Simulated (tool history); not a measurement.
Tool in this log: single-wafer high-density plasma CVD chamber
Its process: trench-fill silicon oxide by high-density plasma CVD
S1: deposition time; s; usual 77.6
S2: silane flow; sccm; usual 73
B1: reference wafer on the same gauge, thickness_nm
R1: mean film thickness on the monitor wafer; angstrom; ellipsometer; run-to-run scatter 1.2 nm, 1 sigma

run     day    S1  S2       B1       R1
  1   0.000  77.6  73  455.021  5577.98
  2   4.038  77.6  73  455.234  5571.78
  3   6.867  77.6  73  455.075  5569.47
  4  10.092  77.6  73  455.155  5554.66
  5  13.029  77.6  73  454.977  5576.56
  6  15.262  70.4  73  455.040  5078.22
  7  17.250  77.6  78  455.106  5959.96
  8  21.121  77.6  78  454.590  5935.46
  9  22.821  77.6  78  455.161  5949.97
 10  26.425  83.8  78  454.861  6451.24
 11  28.733  83.8  78  455.142  6416.21
 12  32.042  85.8  73  455.145  6146.83
 13  36.292  77.6  73  455.118  5557.19
 14  38.742  77.6  73  455.108  5552.79
 15  40.779  77.6  73  455.317  5549.40
 16  43.312  77.6  82  454.924  6242.21
 17  45.104  64.1  85  455.285  5357.07
 18  47.208  70.3  64  454.925  4403.40

For run 19, what comes out?
     47.521  -- gauge calibrated
 19  50.229  77.6  73   ?   ?

Run 19 gave B1 455.066, R1 5553.12 angstrom.
Had the tool carried no hidden state, the very same run would have given R1 5624.23 angstrom.

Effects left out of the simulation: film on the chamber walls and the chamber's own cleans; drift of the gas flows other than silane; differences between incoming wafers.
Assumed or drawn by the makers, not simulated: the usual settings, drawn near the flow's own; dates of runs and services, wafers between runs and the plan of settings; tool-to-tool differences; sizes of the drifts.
